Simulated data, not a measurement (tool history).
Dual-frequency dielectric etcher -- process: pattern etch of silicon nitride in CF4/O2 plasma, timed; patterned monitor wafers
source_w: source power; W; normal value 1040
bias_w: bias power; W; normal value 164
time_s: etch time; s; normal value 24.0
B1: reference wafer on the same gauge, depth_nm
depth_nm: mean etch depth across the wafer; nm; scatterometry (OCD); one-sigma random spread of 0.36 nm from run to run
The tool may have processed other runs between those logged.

{"run": 1, "hour": 0.0, "source_w": 1040, "bias_w": 164, "time_s": 24.0, "B1": 92.7, "depth_nm": 80.4}
{"run": 2, "hour": 63.0, "source_w": 1040, "bias_w": 164, "time_s": 24.0, "B1": 92.8, "depth_nm": 81.0}
{"run": 3, "hour": 155.9, "source_w": 1040, "bias_w": 164, "time_s": 24.0, "B1": 92.7, "depth_nm": 80.6}
{"run": 4, "hour": 258.6, "source_w": 1040, "bias_w": 164, "time_s": 24.0, "B1": 92.9, "depth_nm": 80.8}
{"run": 5, "hour": 349.3, "source_w": 1040, "bias_w": 164, "time_s": 24.0, "B1": 92.8, "depth_nm": 81.1}
{"hour": 375.5, "done": "wet clean of the chamber"}
{"run": 6, "hour": 409.7, "source_w": 1040, "bias_w": 164, "time_s": 24.0, "B1": 92.9, "depth_nm": 81.2}
{"run": 7, "hour": 501.9, "source_w": 1040, "bias_w": 164, "time_s": 24.0, "B1": 92.9, "depth_nm": 80.8}
{"run": 8, "hour": 542.0, "source_w": 1040, "bias_w": 164, "time_s": 24.0, "B1": 93.0, "depth_nm": 80.6}
{"run": 9, "hour": 598.9, "source_w": 1040, "bias_w": 164, "time_s": 24.0, "B1": 93.1, "depth_nm": 80.7}
{"run": 10, "hour": 659.1, "source_w": 1040, "bias_w": 164, "time_s": 24.0, "B1": 93.1, "depth_nm": 80.8}
{"run": 11, "hour": 702.7, "source_w": 1040, "bias_w": 164, "time_s": 24.0, "B1": 93.1, "depth_nm": 80.7}
{"run": 12, "hour": 748.5, "source_w": 1040, "bias_w": 164, "time_s": 24.0, "B1": 93.2, "depth_nm": 80.7}
{"run": 13, "hour": 836.4, "source_w": 1040, "bias_w": 164, "time_s": 24.0, "B1": 93.2, "depth_nm": 81.0}
{"hour": 859.9, "done": "gauge calibrated"}
{"run": 14, "hour": 901.7, "source_w": 1040, "bias_w": 164, "time_s": 24.0, "B1": 91.3, "depth_nm": 79.6}
{"hour": 960.9, "done": "wet clean of the chamber"}
{"run": 15, "hour": 961.4, "source_w": 1040, "bias_w": 164, "time_s": 24.0, "B1": 91.2, "depth_nm": 79.4}
{"run": 16, "hour": 1057.3, "source_w": 1040, "bias_w": 164, "time_s": 24.0, "B1": 91.3, "depth_nm": 80.0}
{"run": 17, "hour": 1301.5, "source_w": 1040, "bias_w": 134, "time_s": 21.5, "B1": 91.6, "depth_nm": 67.6}
{"run": 18, "hour": 1345.8, "source_w": 890, "bias_w": 205, "time_s": 21.0, "B1": 91.6, "depth_nm": 65.7}
{"hour": 1429.3, "done": "source power generator calibrated"}
{"hour": 1558.9, "done": "wet clean of the chamber"}
{"hour": 1640.2, "done": "upper electrode replaced"}
{"run": 19, "hour": 1666.3, "source_w": 1040, "bias_w": 200, "time_s": 24.0, "B1": 91.9, "depth_nm": 85.5}
{"run": 20, "hour": 1732.0, "source_w": 1040, "bias_w": 182, "time_s": 28.0, "B1": 91.9, "depth_nm": 97.0}
{"run": 21, "hour": 1793.1, "source_w": 1040, "bias_w": 164, "time_s": 24.0, "B1": 92.0, "depth_nm": 80.3}
{"hour": 1881.3, "done": "bias power generator calibrated"}
{"run": 22, "hour": 1899.9, "source_w": 1040, "bias_w": 164, "time_s": 21.5, "B1": 92.0, "depth_nm": 71.6}
{"run": 23, "hour": 2001.8, "source_w": 1300, "bias_w": 126, "time_s": 24.0, "B1": 92.0, "depth_nm": 90.4}
{"hour": 2068.4, "done": "wet clean of the chamber"}
{"run": 24, "hour": 2245.7, "source_w": 1040, "bias_w": 164, "time_s": 24.0, "B1": 92.3, "depth_nm": 80.5}
{"run": 25, "hour": 2303.4, "source_w": 1200, "bias_w": 133, "time_s": 24.0, "B1": 92.4, "depth_nm": 84.7}
{"run": 26, "hour": 2394.8, "source_w": 1220, "bias_w": 164, "time_s": 24.0, "B1": 92.5, "depth_nm": 93.1}
{"run": 27, "hour": 2462.7, "source_w": 1040, "bias_w": 164, "time_s": 24.0, "B1": 92.5, "depth_nm": 80.6}
{"run": 28, "hour": 2503.7, "source_w": 800, "bias_w": 145, "time_s": 26.0, "B1": 92.5, "depth_nm": 67.1}
{"run": 29, "hour": 2545.8, "source_w": 1040, "bias_w": 164, "time_s": 24.0, "B1": 92.7, "depth_nm": 80.4}
{"hour": 2589.2, "done": "wet clean of the chamber"}
{"run": 30, "hour": 2604.0, "source_w": 970, "bias_w": 195, "time_s": 30.5, "B1": 92.6, "depth_nm": 102.9}

Table of differences, measured result less the result of that run with no hidden state. Run-to-run variation is the same in both. Gauge scatter possibly is not:
Hidden state at play: etch rate over this chamber's usual, %; source power that arrives over what is set, %; bias power that arrives over what is set, %; gauge reads high (%).
run=1 depth_nm=+1.0
run=2 depth_nm=+1.1
run=3 depth_nm=+1.1
run=4 depth_nm=+1.3
run=5 depth_nm=+1.3
run=6 depth_nm=+1.3
run=7 depth_nm=+1.4
run=8 depth_nm=+1.4
run=9 depth_nm=+1.4
run=10 depth_nm=+1.5
run=11 depth_nm=+1.5
run=12 depth_nm=+1.5
run=13 depth_nm=+1.6
run=14 depth_nm=-0.1
run=15 depth_nm=-0.2
run=16 depth_nm=+0.0
run=17 depth_nm=+0.1
run=18 depth_nm=+0.1
run=19 depth_nm=+0.5
run=20 depth_nm=+0.6
run=21 depth_nm=+0.4
run=22 depth_nm=+0.5
run=23 depth_nm=+0.7
run=24 depth_nm=+0.8
run=25 depth_nm=+0.9
run=26 depth_nm=+1.1
run=27 depth_nm=+0.9
run=28 depth_nm=+0.8
run=29 depth_nm=+1.0
run=30 depth_nm=+1.4
